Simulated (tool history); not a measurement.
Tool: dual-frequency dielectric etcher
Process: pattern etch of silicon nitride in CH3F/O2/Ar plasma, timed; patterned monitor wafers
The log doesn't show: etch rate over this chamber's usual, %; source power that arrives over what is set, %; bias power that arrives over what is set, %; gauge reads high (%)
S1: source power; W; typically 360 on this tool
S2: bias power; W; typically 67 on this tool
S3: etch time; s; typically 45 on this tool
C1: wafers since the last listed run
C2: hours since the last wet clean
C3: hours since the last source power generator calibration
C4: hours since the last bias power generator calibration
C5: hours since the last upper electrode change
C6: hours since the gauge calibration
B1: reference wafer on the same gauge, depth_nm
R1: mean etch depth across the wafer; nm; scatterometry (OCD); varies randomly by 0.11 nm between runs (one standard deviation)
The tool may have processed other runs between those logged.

run 1 hour=0 | S1=360 S2=67 S3=50 | C1=0 C2=285 C3=1385.4 C4=2066.8 C5=5480.6 C6=304.3 | B1=22.62 | R1=30.35
run 2 hour=34.4 | S1=360 S2=67 S3=50 | C1=388 C2=319.4 C3=1419.8 C4=2101.2 C5=5515 C6=338.7 | B1=22.58 | R1=30.12
-- hour=71.6 wet clean of the chamber
run 3 hour=72.1 | S1=360 S2=67 S3=39 | C1=154 C2=0.5 C3=1457.5 C4=2138.9 C5=5552.7 C6=376.4 | B1=22.6 | R1=24.44
run 4 hour=72.4 | S1=360 S2=67 S3=39 | C1=3 C2=0.8 C3=1457.8 C4=2139.2 C5=5553 C6=376.7 | B1=22.61 | R1=24.46
run 5 hour=104.3 | S1=360 S2=67 S3=45 | C1=360 C2=32.7 C3=1489.7 C4=2171.1 C5=5584.9 C6=408.6 | B1=22.64 | R1=28.28
run 6 hour=139.2 | S1=360 S2=78 S3=45 | C1=394 C2=67.6 C3=1524.6 C4=2206 C5=5619.8 C6=443.5 | B1=22.61 | R1=29.57
run 7 hour=156.8 | S1=360 S2=78 S3=45 | C1=198 C2=85.2 C3=1542.2 C4=2223.6 C5=5637.4 C6=461.1 | B1=22.62 | R1=29.42
run 8 hour=185.6 | S1=360 S2=78 S3=45 | C1=325 C2=114 C3=1571 C4=2252.4 C5=5666.2 C6=489.9 | B1=22.62 | R1=29.25
run 9 hour=205.3 | S1=410 S2=67 S3=45 | C1=222 C2=133.7 C3=1590.7 C4=2272.1 C5=5685.9 C6=509.6 | B1=22.6 | R1=29.15
run 10 hour=235.8 | S1=410 S2=67 S3=45 | C1=344 C2=164.2 C3=1621.2 C4=2302.6 C5=5716.4 C6=540.1 | B1=22.58 | R1=29.27
run 11 hour=260 | S1=360 S2=67 S3=45 | C1=273 C2=188.4 C3=1645.4 C4=2326.8 C5=5740.6 C6=564.3 | B1=22.62 | R1=27.48
run 12 hour=273.4 | S1=360 S2=67 S3=45 | C1=151 C2=201.8 C3=1658.8 C4=2340.2 C5=5754 C6=577.7 | B1=22.66 | R1=27.44
run 13 hour=289.8 | S1=320 S2=67 S3=45 | C1=185 C2=218.2 C3=1675.2 C4=2356.6 C5=5770.4 C6=594.1 | B1=22.62 | R1=26.16
-- hour=312 bias power generator calibrated
run 14 hour=321.1 | S1=360 S2=75 S3=55.5 | C1=308 C2=249.5 C3=1706.5 C4=9.1 C5=5801.7 C6=625.4 | B1=22.61 | R1=35.13
run 15 hour=342.2 | S1=360 S2=75 S3=55.5 | C1=238 C2=270.6 C3=1727.6 C4=30.2 C5=5822.8 C6=646.5 | B1=22.59 | R1=35.14
run 16 hour=368.7 | S1=310 S2=73 S3=41 | C1=299 C2=297.1 C3=1754.1 C4=56.7 C5=5849.3 C6=673 | B1=22.57 | R1=24.2
run 17 hour=390 | S1=420 S2=83 S3=51 | C1=240 C2=318.4 C3=1775.4 C4=78 C5=5870.6 C6=694.3 | B1=22.58 | R1=35.41
-- hour=417 wet clean of the chamber
run 18 hour=424.9 | S1=360 S2=78 S3=45 | C1=123 C2=7.9 C3=1810.3 C4=112.9 C5=5905.5 C6=729.2 | B1=22.58 | R1=29.55
run 19 hour=442.1 | S1=410 S2=67 S3=45 | C1=194 C2=25.1 C3=1827.5 C4=130.1 C5=5922.7 C6=746.4 | B1=22.61 | R1=29.21
run 20 hour=465.7 | S1=360 S2=67 S3=57.5 | C1=266 C2=48.7 C3=1851.1 C4=153.7 C5=5946.3 C6=770 | B1=22.61 | R1=35.54
run 21 hour=499.1 | S1=430 S2=57 S3=38 | C1=377 C2=82.1 C3=1884.5 C4=187.1 C5=5979.7 C6=803.4 | B1=22.58 | R1=23.63
run 22 hour=518 | S1=440 S2=67 S3=56.5 | C1=213 C2=101 C3=1903.4 C4=206 C5=5998.6 C6=822.3 | B1=22.59 | R1=37.48
-- hour=527.9 gauge calibrated
run 23 hour=531.3 | S1=440 S2=67 S3=56.5 | C1=150 C2=114.3 C3=1916.7 C4=219.3 C5=6011.9 C6=3.4 | B1=22.63 | R1=37.25
run 24 hour=558.9 | S1=430 S2=56 S3=32 | C1=311 C2=141.9 C3=1944.3 C4=246.9 C5=6039.5 C6=31 | B1=22.59 | R1=19.8
-- hour=582.8 source power generator calibrated
run 25 hour=591.3 | S1=440 S2=75 S3=39 | C1=320 C2=174.3 C3=8.5 C4=279.3 C5=6071.9 C6=63.4 | B1=22.56 | R1=26.69
-- hour=636.2 upper electrode replaced
run 26 hour=636.7 | S1=410 S2=67 S3=34.5 | C1=241 C2=219.7 C3=53.9 C4=324.7 C5=0.5 C6=108.8 | B1=22.58 | R1=22.07
run 27 hour=687 | S1=430 S2=60 S3=54.5 | C1=568 C2=270 C3=104.2 C4=375 C5=50.8 C6=159.1 | B1=22.58 | R1=33.88
run 28 hour=713.3 | S1=290 S2=67 S3=40 | C1=297 C2=296.3 C3=130.5 C4=401.3 C5=77.1 C6=185.4 | B1=22.58 | R1=22.31
run 29 hour=745 | S1=440 S2=50 S3=37 | C1=358 C2=328 C3=162.2 C4=433 C5=108.8 C6=217.1 | B1=22.59 | R1=21.72
-- hour=774.7 wet clean of the chamber
run 30 hour=780.5 | S1=360 S2=74 S3=45 | C1=129 C2=5.8 C3=197.7 C4=468.5 C5=144.3 C6=252.6 | B1=22.64 | R1=29.05
run 31 hour=812.7 | S1=320 S2=67 S3=55 | C1=363 C2=38 C3=229.9 C4=500.7 C5=176.5 C6=284.8 | B1=22.61 | R1=32.52

Hidden state at the last listed run before each entry between runs and at the first one after, where it differs:
Run 2 -> run 3: wet clean of the chamber (hour 71.6)
  etch rate over this chamber's usual, %: -3.23 -> 0.0108
  difference, measured minus the result without the unlogged condition, R1: -1 -> +0 nm
Run 13 -> run 14: bias power generator calibrated (hour 312)
  etch rate over this chamber's usual, %: -2.18 -> -2.5
  difference, measured minus the result without the unlogged condition, R1: -0.59 -> -0.9 nm
Run 17 -> run 18: wet clean of the chamber (hour 417)
  etch rate over this chamber's usual, %: -3.19 -> -0.531
  difference, measured minus the result without the unlogged condition, R1: -1.17 -> -0.15 nm
Run 22 -> run 23: gauge calibrated (hour 527.9)
  etch rate over this chamber's usual, %: -1.47 -> -1.6
  difference, measured minus the result without the unlogged condition, R1: -0.55 -> -0.61 nm
Run 24 -> run 25: source power generator calibrated (hour 582.8)
  etch rate over this chamber's usual, %: -1.88 -> -2.21
  difference, measured minus the result without the unlogged condition, R1: -0.38 -> -0.6 nm
Run 25 -> run 26: upper electrode replaced (hour 636.2)
  etch rate over this chamber's usual, %: -2.21 -> -2.67
  difference, measured minus the result without the unlogged condition, R1: -0.6 -> -0.61 nm
Run 29 -> run 30: wet clean of the chamber (hour 774.7)
  etch rate over this chamber's usual, %: -3.76 -> -0.497
  difference, measured minus the result without the unlogged condition, R1: -0.85 -> -0.14 nm

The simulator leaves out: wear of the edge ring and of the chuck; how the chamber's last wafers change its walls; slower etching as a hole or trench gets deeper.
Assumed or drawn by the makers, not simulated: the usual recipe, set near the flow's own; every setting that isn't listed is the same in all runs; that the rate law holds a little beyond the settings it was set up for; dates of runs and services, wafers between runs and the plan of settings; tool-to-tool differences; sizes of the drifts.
